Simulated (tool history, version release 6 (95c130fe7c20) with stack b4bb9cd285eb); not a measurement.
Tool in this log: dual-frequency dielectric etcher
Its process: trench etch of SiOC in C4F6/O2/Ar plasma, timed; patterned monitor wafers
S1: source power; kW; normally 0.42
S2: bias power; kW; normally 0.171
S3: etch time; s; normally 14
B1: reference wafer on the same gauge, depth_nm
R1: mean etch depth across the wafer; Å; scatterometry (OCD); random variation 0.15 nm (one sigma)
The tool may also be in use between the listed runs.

run,hour,S1,S2,S3,B1,R1
1,0,0.42,0.171,11.5,26.41,217.8
2,14.1,0.42,0.171,14,26.38,264.5
3,26.3,0.42,0.171,14,26.36,265
4,39.8,0.42,0.171,14,26.37,264.2
5,50.4,0.42,0.171,13,26.39,249.4
6,62.8,0.42,0.171,13,26.4,245.4
# hour 90.7: wet clean of the chamber
# hour 99.9: bias power generator calibrated
# hour 103.3: upper electrode replaced
7,103.8,0.42,0.171,14,26.41,258.7
8,104.1,0.42,0.171,14,26.43,260.3
9,107.3,0.42,0.171,14,26.38,262.3
10,122.4,0.42,0.171,14,26.37,259.8
11,136,0.42,0.145,15.5,26.42,275.6
12,146.6,0.42,0.145,15.5,26.44,276.9
13,155.4,0.42,0.145,15.5,26.37,279.6
14,172.7,0.42,0.171,14,26.43,264.4
15,181.6,0.42,0.182,14,26.34,265.4
16,193.3,0.45,0.171,14,26.4,267.5
17,201.7,0.33,0.189,14,26.37,248.9
# hour 208.6: source power generator calibrated
18,217,0.42,0.149,11.5,26.4,205.4
19,232.6,0.42,0.171,14,26.38,262.2
20,240,0.42,0.171,14,26.42,263.7
21,274.9,0.42,0.171,14,26.42,262.3
22,281.3,0.42,0.204,14,26.39,276.1
23,288.9,0.42,0.171,14,26.42,264.2
24,299,0.36,0.171,16,26.44,286
# hour 299: gauge calibrated
25,308.3,0.52,0.204,12.5,26.38,266.8
26,320,0.42,0.21,16.5,26.37,329.5
27,337.7,0.5,0.14,11.5,26.4,223.2
28,355.2,0.42,0.21,13,26.45,259.7
29,369.5,0.51,0.16,13,26.36,259.5
30,384.6,0.42,0.171,14,26.37,266.5

The tool's hidden state at each run:
source power that arrives over what is set, %: 0, the same for each run
bias power that arrives over what is set, %: 0, the same for each run
gauge reads high (%): 0, the same for each run
H1: etch rate over this chamber's usual, %
run,H1
1,2.59
2,2.71
3,2.82
4,2.93
5,3.03
6,3.13
7,0.551
8,0.554
9,0.581
10,0.712
11,0.83
12,0.922
13,0.998
14,1.15
15,1.22
16,1.33
17,1.4
18,1.53
19,1.67
20,1.73
21,2.03
22,2.09
23,2.15
24,2.24
25,2.32
26,2.42
27,2.58
28,2.73
29,2.85
30,2.98

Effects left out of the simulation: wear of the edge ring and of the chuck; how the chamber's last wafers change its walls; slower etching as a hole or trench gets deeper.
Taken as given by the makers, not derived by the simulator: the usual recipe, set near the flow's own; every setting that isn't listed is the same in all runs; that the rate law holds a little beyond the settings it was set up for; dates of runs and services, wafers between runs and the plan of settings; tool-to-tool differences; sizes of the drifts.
